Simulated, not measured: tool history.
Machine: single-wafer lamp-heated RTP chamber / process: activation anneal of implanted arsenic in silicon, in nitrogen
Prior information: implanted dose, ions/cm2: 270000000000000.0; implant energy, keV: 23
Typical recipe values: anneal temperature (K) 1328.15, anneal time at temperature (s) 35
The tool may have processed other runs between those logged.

run	hour	anneal temperature (K)	anneal time at temperature (s)	read-back reference wafer on the same gauge, sheet resistance	sheet resistance of the implanted and annealed layer (ohm/square)
1	0.0	1328.15	35	342.80	343.23
2	29.2	1328.15	35	343.35	343.80
3	45.4	1328.15	35	343.59	344.63
4	77.5	1328.15	35	344.22	344.28
5	93.8	1328.15	35	344.58	344.72
6	121.7	1309.15	35	345.42	349.42
7	169.0	1309.15	35	346.33	351.27
# hour 182.1: gauge calibrated
8	191.0	1309.15	35	341.74	345.88
9	224.7	1328.15	35	341.87	341.47
10	238.0	1328.15	35	341.90	342.18
11	257.4	1328.15	35	342.02	341.93
# hour 268.3: reflector plate cleaned
# hour 276.5: pyrometer window cleaned and pyrometer calibrated
12	282.9	1328.15	35	342.40	342.24
13	305.2	1328.15	27	342.51	344.81
14	332.4	1301.15	47	342.50	346.38
15	372.2	1314.15	52	343.27	343.22
16	399.7	1301.15	35	343.72	349.30
17	427.0	1328.15	35	344.58	344.89
18	442.1	1309.15	35	344.46	349.19
# hour 463.8: gauge calibrated
19	472.5	1352.15	35	341.59	336.46
20	489.8	1328.15	43	341.77	340.46

5 ways to go on from here, each from the tool as it stands after run 20. What would each give?
A	490.2	1328.15	24	?	?
B	490.2	1304.15	22	?	?
C	490.2	1346.15	45	?	?
D	490.2	1328.15	54	?	?
E	490.2	1346.15	24	?	?

run	read-back reference wafer on the same gauge, sheet resistance	sheet resistance of the implanted and annealed layer (ohm/square)
A	341.81	346.35
B	341.81	350.69
C	341.81	335.60
D	341.81	338.39
E	341.81	342.77
Had the tool no hidden state, the same runs would have come out as:
run	sheet resistance of the implanted and annealed layer (ohm/square)
A	346.65
B	351.00
C	335.89
D	338.69
E	343.07
